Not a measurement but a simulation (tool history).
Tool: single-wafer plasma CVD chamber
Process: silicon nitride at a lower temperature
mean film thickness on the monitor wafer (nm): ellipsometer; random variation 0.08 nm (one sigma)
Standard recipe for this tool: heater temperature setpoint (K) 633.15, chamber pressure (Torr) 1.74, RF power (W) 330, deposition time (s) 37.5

| run | hour | heater temperature setpoint (K) | chamber pressure (Torr) | RF power (W) | deposition time (s) | wafers since the last listed run | hours since the last thermocouple change | hours since the last RF generator calibration | hours since the last manometer calibration | hours since the showerhead was replaced | hours since the gauge calibration | read-back reference wafer on the same gauge, thickness_nm | mean film thickness on the monitor wafer (nm) |
|---|---|---|---|---|---|---|---|---|---|---|---|---|---|
| 1 | 0.0 | 633.15 | 1.74 | 330 | 37.5 | 0 | 2483.5 | 1247.0 | 1001.8 | 2963.8 | 12.6 | 37.301 | 41.577 |
| 2 | 9.8 | 633.15 | 1.74 | 285 | 37.5 | 196 | 2493.3 | 1256.8 | 1011.6 | 2973.6 | 22.4 | 37.302 | 37.699 |
| 3 | 16.1 | 642.15 | 1.74 | 295 | 37.5 | 126 | 2499.6 | 1263.1 | 1017.9 | 2979.9 | 28.7 | 37.286 | 38.410 |
| 4 | 28.0 | 642.15 | 1.74 | 295 | 37.5 | 238 | 2511.5 | 1275.0 | 1029.8 | 2991.8 | 40.6 | 37.291 | 38.491 |
| 5 | 34.3 | 642.15 | 1.74 | 295 | 37.5 | 126 | 2517.8 | 1281.3 | 1036.1 | 2998.1 | 46.9 | 37.300 | 38.426 |
| 6 | 49.5 | 633.15 | 1.74 | 330 | 37.5 | 305 | 2533.0 | 1296.5 | 1051.3 | 3013.3 | 62.1 | 37.307 | 41.453 |
|  | 74.5 | capacitance manometer re-zeroed and calibrated |
| 7 | 75.0 | 633.15 | 1.74 | 330 | 37.5 | 351 | 2558.5 | 1322.0 | 0.5 | 3038.8 | 87.6 | 37.280 | 41.351 |
| 8 | 76.3 | 633.15 | 1.74 | 330 | 37.5 | 26 | 2559.8 | 1323.3 | 1.8 | 3040.1 | 88.9 | 37.281 | 41.576 |
| 9 | 86.3 | 633.15 | 1.74 | 330 | 37.5 | 200 | 2569.8 | 1333.3 | 11.8 | 3050.1 | 98.9 | 37.311 | 41.301 |
| 10 | 96.0 | 633.15 | 1.74 | 330 | 37.5 | 194 | 2579.5 | 1343.0 | 21.5 | 3059.8 | 108.6 | 37.292 | 41.348 |
|  | 118.0 | RF generator calibrated |
|  | 118.4 | thermocouple changed; heater temperature recalibrated |
| 11 | 118.9 | 633.15 | 1.74 | 330 | 32.9 | 292 | 0.5 | 0.9 | 44.4 | 3082.7 | 131.5 | 37.303 | 34.998 |
| 12 | 123.9 | 633.15 | 1.74 | 330 | 42.5 | 100 | 5.5 | 5.9 | 49.4 | 3087.7 | 136.5 | 37.309 | 45.195 |
|  | 134.5 | showerhead replaced |
| 13 | 135.7 | 633.15 | 1.74 | 385 | 37.5 | 76 | 17.3 | 17.7 | 61.2 | 1.2 | 148.3 | 37.299 | 43.981 |
|  | 151.9 | gauge calibrated |
|  | 159.7 | RF generator calibrated, repeated, since the last time left the tool worse |
| 14 | 160.2 | 625.15 | 2.09 | 390 | 34.0 | 331 | 41.8 | 0.5 | 85.7 | 25.7 | 8.3 | 37.297 | 45.098 |
| 15 | 166.8 | 633.15 | 1.74 | 330 | 32.9 | 132 | 48.4 | 7.1 | 92.3 | 32.3 | 14.9 | 37.316 | 37.445 |
| 16 | 184.6 | 628.15 | 1.35 | 290 | 34.7 | 357 | 66.2 | 24.9 | 110.1 | 50.1 | 32.7 | 37.299 | 33.973 |
| 17 | 209.7 | 633.15 | 2.09 | 330 | 40.0 | 503 | 91.3 | 50.0 | 135.2 | 75.2 | 57.8 | 37.306 | 47.732 |
| 18 | 217.6 | 633.15 | 1.95 | 330 | 37.5 | 158 | 99.2 | 57.9 | 143.1 | 83.1 | 65.7 | 37.278 | 43.956 |
| 19 | 230.8 | 626.15 | 1.99 | 300 | 37.5 | 264 | 112.4 | 71.1 | 156.3 | 96.3 | 78.9 | 37.319 | 41.625 |
| 20 | 248.0 | 633.15 | 1.74 | 330 | 37.5 | 345 | 129.6 | 88.3 | 173.5 | 113.5 | 96.1 | 37.282 | 42.639 |

What was the tool's hidden state at every run in the log?
wafer temperature above the value expected at the setpoint (K): 0 at every run
true pressure above the setpoint (%): 0 at every run
gauge reads high (%): 0 at every run
H1: delivered RF power above the setpoint (%)
| run | H1 |
|---|---|
| 1 | -4.86 |
| 2 | -4.9 |
| 3 | -4.92 |
| 4 | -4.96 |
| 5 | -4.99 |
| 6 | -5.04 |
| 7 | -5.13 |
| 8 | -5.14 |
| 9 | -5.17 |
| 10 | -5.21 |
| 11 | -10.3 |
| 12 | -10.3 |
| 13 | -10.3 |
| 14 | -0.472 |
| 15 | -0.496 |
| 16 | -0.56 |
| 17 | -0.65 |
| 18 | -0.678 |
| 19 | -0.725 |
| 20 | -0.787 |
